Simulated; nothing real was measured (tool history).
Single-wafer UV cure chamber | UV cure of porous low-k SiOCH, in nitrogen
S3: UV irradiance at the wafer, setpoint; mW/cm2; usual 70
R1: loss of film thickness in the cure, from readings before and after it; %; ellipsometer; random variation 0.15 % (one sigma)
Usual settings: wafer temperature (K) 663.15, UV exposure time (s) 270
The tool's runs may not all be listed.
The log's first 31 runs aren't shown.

Run 32, hour 792.6: usual settings but wafer temperature (K) 675.15, UV exposure time (s) 360, S3 90 mW/cm2. Result: R1 10.882 %.
Run 33, hour 814.7: usual settings but wafer temperature (K) 653.15. Result: R1 8.005 %.
Run 34, hour 840.0: usual settings but wafer temperature (K) 677.15, UV exposure time (s) 430, S3 59 mW/cm2. Result: R1 9.589 %.
Run 35, hour 852.0: usual settings but wafer temperature (K) 645.15, UV exposure time (s) 165, S3 52 mW/cm2. Result: R1 5.197 %.
Run 36, hour 878.0: usual settings but S3 85 mW/cm2. Result: R1 8.916 %.
Run 37, hour 892.8: usual settings. Result: R1 8.183 %.
At hour 930.1: quartz window cleaned.
Run 38, hour 930.6: usual settings. Result: R1 9.313 %.
Run 39, hour 944.8: usual settings but wafer temperature (K) 682.15. Result: R1 9.138 %.
Run 40, hour 974.9: usual settings but wafer temperature (K) 654.15, UV exposure time (s) 135, S3 45 mW/cm2. Result: R1 4.585 %.
Run 41, hour 1002.2: usual settings but wafer temperature (K) 653.15, UV exposure time (s) 390, S3 42 mW/cm2. Result: R1 7.938 %.
Run 42, hour 1022.1: usual settings. Result: R1 8.412 %.
Run 43, hour 1049.3: usual settings but wafer temperature (K) 670.15, UV exposure time (s) 145, S3 41 mW/cm2. Result: R1 4.606 %.
Run 44, hour 1072.4: usual settings but UV exposure time (s) 110, S3 58 mW/cm2. Result: R1 4.428 %.
Run 45, hour 1096.6: usual settings. Result: R1 8.118 %.

Forecast each of these 4 alternatives for the next run:
Run A, hour 1097.0: usual settings. Result: R1 ?.
Run B, hour 1097.0: usual settings but S3 106 mW/cm2. Result: R1 ?.
Run C, hour 1097.0: usual settings but wafer temperature (K) 644.15, S3 92 mW/cm2. Result: R1 ?.
Run D, hour 1097.0: usual settings but wafer temperature (K) 682.15, UV exposure time (s) 135, S3 93 mW/cm2. Result: R1 ?.

run     R1
  A  8.339
  B  9.952
  C  9.089
  D  7.099
Without the tool's hidden state the same runs would have given:
run      R1
  A   9.271
  B  10.934
  C  10.046
  D   7.989
